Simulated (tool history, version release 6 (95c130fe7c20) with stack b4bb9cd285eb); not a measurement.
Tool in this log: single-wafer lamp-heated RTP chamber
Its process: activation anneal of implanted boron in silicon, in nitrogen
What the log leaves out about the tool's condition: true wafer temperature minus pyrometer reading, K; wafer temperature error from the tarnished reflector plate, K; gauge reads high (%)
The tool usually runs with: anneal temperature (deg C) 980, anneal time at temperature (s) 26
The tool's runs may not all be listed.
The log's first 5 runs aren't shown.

run,day,anneal temperature (deg C),anneal time at temperature (s),wafers since the last listed run,wafers since the last pyrometer calibration,wafers since the reflector plate was cleaned,hours since the gauge calibration,"read-back reference wafer on the same gauge, sheet resistance",sheet resistance of the implanted and annealed layer (ohm/square)
6,3.042,980,26,189,1692,2795,46.5,157.87,133.93
7,3.362,980,26,89,1781,2885,54.2,158.03,133.23
8,3.771,980,34,113,1895,2999,64,157.86,131.11
9,4.317,980,34,152,2047,3151,77.1,157.98,131.88
10,4.758,980,34,123,2170,3274,87.7,158.03,131.29
11,5.5,980,26,206,2377,3480,105.5,157.86,133.41
12,5.971,980,26,131,2508,3611,116.8,158,133.45
13,6.317,980,26,96,2604,3708,125.1,158.09,133.49
14,6.775,980,26,127,2732,3835,136.1,158.04,133.6
# day 7.167: reflector plate cleaned
15,7.45,980,26,95,2827,78,152.3,157.93,133.98
16,8.046,980,26,165,2993,244,166.6,158.01,133.86
17,8.575,980,26,147,3141,392,179.3,158.14,133.91

What does the tool deliver on the next run?
18,8.917,1007,19,95,3236,487,187.5,?,?

Logged for run 18: read-back reference wafer on the same gauge, sheet resistance 157.97, sheet resistance of the implanted and annealed layer (ohm/square) 123.78.
With no hidden state in the tool, this same run would have given sheet resistance of the implanted and annealed layer (ohm/square) 123.78.
